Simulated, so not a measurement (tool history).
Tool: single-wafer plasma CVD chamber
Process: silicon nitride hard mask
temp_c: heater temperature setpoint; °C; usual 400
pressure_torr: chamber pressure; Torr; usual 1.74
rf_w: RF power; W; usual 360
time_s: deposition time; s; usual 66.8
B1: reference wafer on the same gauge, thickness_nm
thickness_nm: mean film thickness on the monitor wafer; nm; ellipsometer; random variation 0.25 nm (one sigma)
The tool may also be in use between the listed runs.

run 1 day=0.000 | temp_c=400 pressure_torr=1.74 rf_w=360 time_s=66.8 | B1=103.402 | thickness_nm=94.809
run 2 day=2.442 | temp_c=400 pressure_torr=1.74 rf_w=360 time_s=66.8 | B1=103.407 | thickness_nm=94.556
run 3 day=3.467 | temp_c=400 pressure_torr=1.74 rf_w=360 time_s=66.8 | B1=103.377 | thickness_nm=94.587
run 4 day=4.488 | temp_c=400 pressure_torr=1.74 rf_w=360 time_s=66.8 | B1=103.436 | thickness_nm=94.246
run 5 day=6.412 | temp_c=400 pressure_torr=1.74 rf_w=360 time_s=66.8 | B1=103.449 | thickness_nm=94.652
run 6 day=7.883 | temp_c=400 pressure_torr=1.74 rf_w=360 time_s=66.8 | B1=103.387 | thickness_nm=94.555
-- day=8.525 thermocouple changed; heater temperature recalibrated
run 7 day=9.162 | temp_c=400 pressure_torr=1.74 rf_w=360 time_s=66.8 | B1=103.376 | thickness_nm=94.327
run 8 day=11.333 | temp_c=389 pressure_torr=1.74 rf_w=360 time_s=66.8 | B1=103.375 | thickness_nm=95.140
-- day=13.383 gauge calibrated
-- day=13.433 capacitance manometer re-zeroed and calibrated
run 9 day=13.958 | temp_c=404 pressure_torr=1.74 rf_w=410 time_s=61.7 | B1=103.364 | thickness_nm=90.771
-- day=14.712 RF generator calibrated
-- day=14.717 showerhead replaced
run 10 day=15.079 | temp_c=400 pressure_torr=1.85 rf_w=295 time_s=66.8 | B1=103.436 | thickness_nm=90.842
run 11 day=17.267 | temp_c=400 pressure_torr=1.74 rf_w=360 time_s=66.8 | B1=103.373 | thickness_nm=94.344
run 12 day=20.112 | temp_c=400 pressure_torr=1.74 rf_w=360 time_s=63.4 | B1=103.434 | thickness_nm=89.685
run 13 day=21.608 | temp_c=400 pressure_torr=1.74 rf_w=420 time_s=78.7 | B1=103.451 | thickness_nm=116.836
run 14 day=23.946 | temp_c=400 pressure_torr=1.74 rf_w=325 time_s=76.0 | B1=103.364 | thickness_nm=103.855
run 15 day=24.979 | temp_c=400 pressure_torr=1.43 rf_w=385 time_s=66.8 | B1=103.299 | thickness_nm=92.162
run 16 day=26.450 | temp_c=411 pressure_torr=1.88 rf_w=405 time_s=63.2 | B1=103.395 | thickness_nm=93.964

Forecast each of these 4 alternatives for the next run:
run A day=26.467 | temp_c=400 pressure_torr=1.74 rf_w=340 time_s=66.8 | B1=? | thickness_nm=?
run B day=26.467 | temp_c=406 pressure_torr=1.35 rf_w=405 time_s=66.8 | B1=? | thickness_nm=?
run C day=26.467 | temp_c=408 pressure_torr=2.15 rf_w=315 time_s=56.8 | B1=? | thickness_nm=?
run D day=26.467 | temp_c=400 pressure_torr=1.74 rf_w=315 time_s=66.8 | B1=? | thickness_nm=?

run=A B1=103.401 thickness_nm=93.004
run=B B1=103.401 thickness_nm=91.944
run=C B1=103.401 thickness_nm=81.089
run=D B1=103.401 thickness_nm=90.909
Without the tool's hidden state the same runs would have given:
run=A thickness_nm=93.004
run=B thickness_nm=91.944
run=C thickness_nm=81.089
run=D thickness_nm=90.909
